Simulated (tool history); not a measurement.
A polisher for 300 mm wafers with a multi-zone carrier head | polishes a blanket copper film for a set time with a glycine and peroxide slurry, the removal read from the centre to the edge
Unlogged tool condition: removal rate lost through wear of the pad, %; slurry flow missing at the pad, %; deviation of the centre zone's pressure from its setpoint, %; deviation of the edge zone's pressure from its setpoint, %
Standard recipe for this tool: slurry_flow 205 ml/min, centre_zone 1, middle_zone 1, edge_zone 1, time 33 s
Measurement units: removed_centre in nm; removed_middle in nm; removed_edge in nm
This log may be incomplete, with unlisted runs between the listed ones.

| run | hour | slurry_flow | centre_zone | middle_zone | edge_zone | time | wafers since the last listed run | wafers polished on this pad | hours since the slurry nozzle was cleaned | hours since the centre zone pressure was calibrated | hours since the edge zone pressure was calibrated | hours since the carrier head's membrane was replaced | incoming thickness of the incoming film, nm | removed_centre | removed_middle | removed_edge |
|---|---|---|---|---|---|---|---|---|---|---|---|---|---|---|---|---|
| 1 | 0 | 205 | 0.91 | 1 | 0.9 | 25 | 0 | 2074 | 196.3 | 272.7 | 344.5 | 377.5 | 1681.9 | 172.2 | 166.4 | 159 |
| 2 | 45.6 | 205 | 1.04 | 1 | 1.09 | 33 | 594 | 2668 | 241.9 | 318.3 | 390.1 | 423.1 | 1704.4 | 256.6 | 218.3 | 228.7 |
| 3 | 111.4 | 205 | 1.09 | 1 | 1 | 24 | 858 | 3527 | 307.7 | 384.1 | 455.9 | 488.9 | 1680.6 | 188.9 | 156.3 | 156.1 |
| 4 | 141.4 | 205 | 0.94 | 0.94 | 1.1 | 33 | 391 | 3918 | 337.7 | 414.1 | 485.9 | 518.9 | 1664.2 | 224.1 | 204.9 | 229.4 |
|  | 272.3 | centre zone pressure recalibrated |
| 5 | 321.8 | 205 | 1 | 1.11 | 1 | 33 | 2327 | 6246 | 518.1 | 49.5 | 666.3 | 699.3 | 1671.9 | 216.1 | 230.8 | 211.5 |
|  | 389.2 | slurry nozzle cleaned |
|  | 414.1 | worn pad replaced by a new one |
|  | 441.3 | carrier head's membrane replaced by a new one |
| 6 | 485.5 | 230 | 0.94 | 1 | 1 | 39 | 2005 | 865 | 96.3 | 213.2 | 830 | 44.2 | 1655.4 | 276.5 | 269.9 | 274.1 |
| 7 | 551.9 | 270 | 0.94 | 0.92 | 1.06 | 33 | 866 | 1731 | 162.7 | 279.6 | 896.4 | 110.6 | 1683.7 | 236.5 | 216.7 | 240.9 |
| 8 | 582.3 | 205 | 1 | 1 | 1 | 33 | 396 | 2128 | 193.1 | 310 | 926.8 | 141 | 1660.7 | 242 | 220.4 | 215.7 |
| 9 | 627.3 | 170 | 1.04 | 1 | 1 | 33 | 587 | 2715 | 238.1 | 355 | 971.8 | 186 | 1682.6 | 237.3 | 209.1 | 214.7 |
|  | 681.9 | edge zone pressure recalibrated |
| 10 | 686 | 205 | 1 | 1 | 1 | 33 | 739 | 3455 | 296.8 | 413.7 | 4.1 | 244.7 | 1697 | 240.3 | 215.7 | 218.8 |
| 11 | 740.8 | 205 | 1 | 1 | 1 | 33 | 714 | 4170 | 351.6 | 468.5 | 58.9 | 299.5 | 1669.2 | 236.8 | 213.8 | 218.1 |
| 12 | 784.8 | 205 | 0.93 | 1 | 0.92 | 33 | 574 | 4744 | 395.6 | 512.5 | 102.9 | 343.5 | 1675 | 225.8 | 215.4 | 209.4 |
| 13 | 848.7 | 265 | 1.06 | 1 | 1 | 26 | 833 | 5577 | 459.5 | 576.4 | 166.8 | 407.4 | 1656.1 | 205.2 | 176.4 | 178 |
| 14 | 901.4 | 205 | 1 | 1 | 1 | 33 | 687 | 6265 | 512.2 | 629.1 | 219.5 | 460.1 | 1685.7 | 228.9 | 208.9 | 209.8 |
|  | 931.7 | centre zone pressure recalibrated |
| 15 | 937 | 205 | 1 | 1 | 1 | 41 | 438 | 6703 | 547.8 | 5.3 | 255.1 | 495.7 | 1672.2 | 265.4 | 260.1 | 275.4 |
| 16 | 993.5 | 205 | 0.9 | 1 | 1 | 33 | 737 | 7440 | 604.3 | 61.8 | 311.6 | 552.2 | 1679.4 | 194 | 212.9 | 218.9 |
|  | 1009.4 | slurry nozzle cleaned |
| 17 | 1028.3 | 180 | 1 | 1 | 1 | 33 | 440 | 7881 | 18.9 | 96.6 | 346.4 | 587 | 1680 | 236.5 | 225.5 | 224.8 |
|  | 1039.2 | worn pad replaced by a new one |
| 18 | 1062.3 | 205 | 1 | 1 | 1 | 33 | 391 | 301 | 52.9 | 130.6 | 380.4 | 621 | 1667 | 232.9 | 226.3 | 231.7 |
| 19 | 1120.6 | 205 | 1 | 1 | 1 | 33 | 760 | 1061 | 111.2 | 188.9 | 438.7 | 679.3 | 1651.2 | 244.5 | 223.6 | 219.8 |
| 20 | 1180.9 | 205 | 1.05 | 1 | 1 | 24 | 786 | 1848 | 171.5 | 249.2 | 499 | 739.6 | 1672.6 | 179.7 | 158.8 | 160.9 |
| 21 | 1218.4 | 205 | 1 | 1 | 1.04 | 33 | 489 | 2337 | 209 | 286.7 | 536.5 | 777.1 | 1669.5 | 233.2 | 215.7 | 222.9 |
| 22 | 1271.8 | 205 | 1 | 1 | 1 | 33 | 696 | 3034 | 262.4 | 340.1 | 589.9 | 830.5 | 1662.5 | 238.4 | 215.7 | 220.1 |
| 23 | 1315.6 | 205 | 1 | 1 | 1 | 33 | 571 | 3605 | 306.2 | 383.9 | 633.7 | 874.3 | 1682.2 | 235.9 | 211.9 | 219.6 |

Predict each of these 3 candidate next runs independently; none follows another, all start after run 23:
| A | 1316 | 255 | 1 | 1 | 1 | 33 | 5 | 3611 | 306.6 | 384.3 | 634.1 | 874.7 | 1673 | ? | ? | ? |
| B | 1316 | 205 | 1 | 1.05 | 1 | 25 | 5 | 3611 | 306.6 | 384.3 | 634.1 | 874.7 | 1673 | ? | ? | ? |
| C | 1316 | 205 | 1 | 0.94 | 0.95 | 23 | 5 | 3611 | 306.6 | 384.3 | 634.1 | 874.7 | 1673 | ? | ? | ? |

| run | removed_centre | removed_middle | removed_edge |
|---|---|---|---|
| A | 243.3 | 223 | 224.4 |
| B | 175.8 | 168.8 | 164.8 |
| C | 161.6 | 141.4 | 148.2 |
Had the tool no hidden state, the same runs would have come out as:
| run | removed_centre | removed_middle | removed_edge |
|---|---|---|---|
| A | 243.4 | 238.9 | 236 |
| B | 179 | 183.6 | 175.1 |
| C | 164.5 | 153.8 | 157.4 |
